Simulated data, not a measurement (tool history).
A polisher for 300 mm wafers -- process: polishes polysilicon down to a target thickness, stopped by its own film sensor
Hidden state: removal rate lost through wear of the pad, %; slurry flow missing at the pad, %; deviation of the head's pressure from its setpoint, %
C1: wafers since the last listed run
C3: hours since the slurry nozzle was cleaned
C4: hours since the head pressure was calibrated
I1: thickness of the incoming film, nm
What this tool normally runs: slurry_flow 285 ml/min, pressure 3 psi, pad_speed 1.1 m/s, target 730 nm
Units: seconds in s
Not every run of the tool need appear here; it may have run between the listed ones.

{"run": 1, "hour": 0.0, "slurry_flow": 285, "pressure": 3.3, "pad_speed": 1.1, "target": 730, "C1": 0, "wafers polished on this pad": 276, "C3": 119.3, "C4": 1357, "I1": 1134.7, "seconds": 46.1}
{"run": 2, "hour": 11.1, "slurry_flow": 285, "pressure": 3.3, "pad_speed": 1.1, "target": 730, "C1": 144, "wafers polished on this pad": 420, "C3": 130.4, "C4": 1368.1, "I1": 1128, "seconds": 47.2}
{"run": 3, "hour": 28.1, "slurry_flow": 285, "pressure": 3.3, "pad_speed": 1.1, "target": 730, "C1": 220, "wafers polished on this pad": 641, "C3": 147.4, "C4": 1385.1, "I1": 1133.1, "seconds": 49.4}
{"run": 4, "hour": 48.2, "slurry_flow": 285, "pressure": 3, "pad_speed": 1.1, "target": 730, "C1": 260, "wafers polished on this pad": 902, "C3": 167.5, "C4": 1405.2, "I1": 1133.4, "seconds": 53.3}
{"run": 5, "hour": 56.3, "slurry_flow": 285, "pressure": 2.7, "pad_speed": 1.1, "target": 730, "C1": 105, "wafers polished on this pad": 1007, "C3": 175.6, "C4": 1413.3, "I1": 1123.7, "seconds": 57.2}
{"hour": 64.5, "done": "worn pad replaced by a new one"}
{"run": 6, "hour": 68.8, "slurry_flow": 285, "pressure": 2.7, "pad_speed": 1.1, "target": 730, "C1": 110, "wafers polished on this pad": 56, "C3": 188.1, "C4": 1425.8, "I1": 1131.7, "seconds": 50.5}
{"run": 7, "hour": 76.9, "slurry_flow": 285, "pressure": 2.7, "pad_speed": 1.1, "target": 730, "C1": 105, "wafers polished on this pad": 161, "C3": 196.2, "C4": 1433.9, "I1": 1122.1, "seconds": 51.8}
{"run": 8, "hour": 94.2, "slurry_flow": 285, "pressure": 3, "pad_speed": 1.1, "target": 730, "C1": 224, "wafers polished on this pad": 385, "C3": 213.5, "C4": 1451.2, "I1": 1144.3, "seconds": 50.5}
{"run": 9, "hour": 109.5, "slurry_flow": 285, "pressure": 3, "pad_speed": 1.1, "target": 730, "C1": 198, "wafers polished on this pad": 584, "C3": 228.8, "C4": 1466.5, "I1": 1124.3, "seconds": 48.5}
{"run": 10, "hour": 124.7, "slurry_flow": 285, "pressure": 3, "pad_speed": 1.1, "target": 730, "C1": 197, "wafers polished on this pad": 781, "C3": 244, "C4": 1481.7, "I1": 1106.8, "seconds": 49.3}
{"run": 11, "hour": 136.7, "slurry_flow": 285, "pressure": 3, "pad_speed": 1.1, "target": 730, "C1": 155, "wafers polished on this pad": 937, "C3": 256, "C4": 1493.7, "I1": 1131.4, "seconds": 52.3}
{"hour": 146.2, "done": "worn pad replaced by a new one"}
{"run": 12, "hour": 146.7, "slurry_flow": 285, "pressure": 3, "pad_speed": 1.1, "target": 730, "C1": 77, "wafers polished on this pad": 6, "C3": 266, "C4": 1503.7, "I1": 1119.1, "seconds": 44.8}
{"run": 13, "hour": 160.7, "slurry_flow": 285, "pressure": 3, "pad_speed": 1.1, "target": 730, "C1": 181, "wafers polished on this pad": 188, "C3": 280, "C4": 1517.7, "I1": 1151.9, "seconds": 50.1}
{"run": 14, "hour": 171.3, "slurry_flow": 285, "pressure": 3, "pad_speed": 1.1, "target": 730, "C1": 137, "wafers polished on this pad": 325, "C3": 290.6, "C4": 1528.3, "I1": 1108.2, "seconds": 46.4}
{"run": 15, "hour": 183.1, "slurry_flow": 285, "pressure": 3, "pad_speed": 1.1, "target": 730, "C1": 153, "wafers polished on this pad": 478, "C3": 302.4, "C4": 1540.1, "I1": 1154.4, "seconds": 51.6}
{"hour": 191.2, "done": "head pressure recalibrated"}
{"run": 16, "hour": 193.7, "slurry_flow": 285, "pressure": 3, "pad_speed": 1.1, "target": 799, "C1": 111, "wafers polished on this pad": 590, "C3": 313, "C4": 2.5, "I1": 1122.1, "seconds": 41}
{"hour": 201.5, "done": "slurry nozzle cleaned"}
{"hour": 225.6, "done": "worn pad replaced by a new one"}
{"run": 17, "hour": 239.6, "slurry_flow": 285, "pressure": 2.2, "pad_speed": 1.42, "target": 730, "C1": 530, "wafers polished on this pad": 181, "C3": 38.1, "C4": 48.4, "I1": 1130.6, "seconds": 46.6}
{"run": 18, "hour": 255.1, "slurry_flow": 185, "pressure": 3.6, "pad_speed": 0.86, "target": 606, "C1": 201, "wafers polished on this pad": 382, "C3": 53.6, "C4": 63.9, "I1": 1130, "seconds": 71.1}
{"run": 19, "hour": 264.3, "slurry_flow": 365, "pressure": 3, "pad_speed": 0.82, "target": 730, "C1": 119, "wafers polished on this pad": 501, "C3": 62.8, "C4": 73.1, "I1": 1144.8, "seconds": 63.6}
{"run": 20, "hour": 277.6, "slurry_flow": 345, "pressure": 2.6, "pad_speed": 1.1, "target": 730, "C1": 172, "wafers polished on this pad": 674, "C3": 76.1, "C4": 86.4, "I1": 1132.8, "seconds": 55.7}
{"run": 21, "hour": 284.8, "slurry_flow": 285, "pressure": 3, "pad_speed": 1.1, "target": 730, "C1": 93, "wafers polished on this pad": 767, "C3": 83.3, "C4": 93.6, "I1": 1128.2, "seconds": 49.6}
{"run": 22, "hour": 291.5, "slurry_flow": 320, "pressure": 2.7, "pad_speed": 1, "target": 665, "C1": 86, "wafers polished on this pad": 854, "C3": 90, "C4": 100.3, "I1": 1141.5, "seconds": 70.8}
{"run": 23, "hour": 300.6, "slurry_flow": 355, "pressure": 3, "pad_speed": 1.44, "target": 636, "C1": 118, "wafers polished on this pad": 972, "C3": 99.1, "C4": 109.4, "I1": 1133.8, "seconds": 51.3}
{"hour": 310.5, "done": "worn pad replaced by a new one"}
{"run": 24, "hour": 316.8, "slurry_flow": 285, "pressure": 3.5, "pad_speed": 0.86, "target": 610, "C1": 158, "wafers polished on this pad": 82, "C3": 115.3, "C4": 125.6, "I1": 1139.6, "seconds": 68.6}
{"run": 25, "hour": 323.2, "slurry_flow": 285, "pressure": 3, "pad_speed": 1.1, "target": 730, "C1": 83, "wafers polished on this pad": 165, "C3": 121.7, "C4": 132, "I1": 1126.3, "seconds": 47.1}
{"run": 26, "hour": 330.6, "slurry_flow": 285, "pressure": 3, "pad_speed": 0.74, "target": 730, "C1": 96, "wafers polished on this pad": 261, "C3": 129.1, "C4": 139.4, "I1": 1148, "seconds": 69.8}

Here are 4 independent what-if runs from the current tool condition. What would each one return?
{"run": "A", "hour": 331.0, "slurry_flow": 285, "pressure": 3, "pad_speed": 1.1, "target": 869, "C1": 5, "wafers polished on this pad": 266, "C3": 129.5, "C4": 139.8, "I1": 1129.7, "seconds": "?"}
{"run": "B", "hour": 331.0, "slurry_flow": 370, "pressure": 3.8, "pad_speed": 1.1, "target": 599, "C1": 5, "wafers polished on this pad": 266, "C3": 129.5, "C4": 139.8, "I1": 1129.7, "seconds": "?"}
{"run": "C", "hour": 331.0, "slurry_flow": 285, "pressure": 3, "pad_speed": 1.1, "target": 663, "C1": 5, "wafers polished on this pad": 266, "C3": 129.5, "C4": 139.8, "I1": 1129.7, "seconds": "?"}
{"run": "D", "hour": 331.0, "slurry_flow": 285, "pressure": 3, "pad_speed": 1.1, "target": 649, "C1": 5, "wafers polished on this pad": 266, "C3": 129.5, "C4": 139.8, "I1": 1129.7, "seconds": "?"}

run=A seconds=31.4
run=B seconds=52.9
run=C seconds=56.3
run=D seconds=58
Take away the tool's hidden state, keep each run's random variation, and the runs would have read:
run=A seconds=30.6
run=B seconds=51.5
run=C seconds=54.8
run=D seconds=56.4
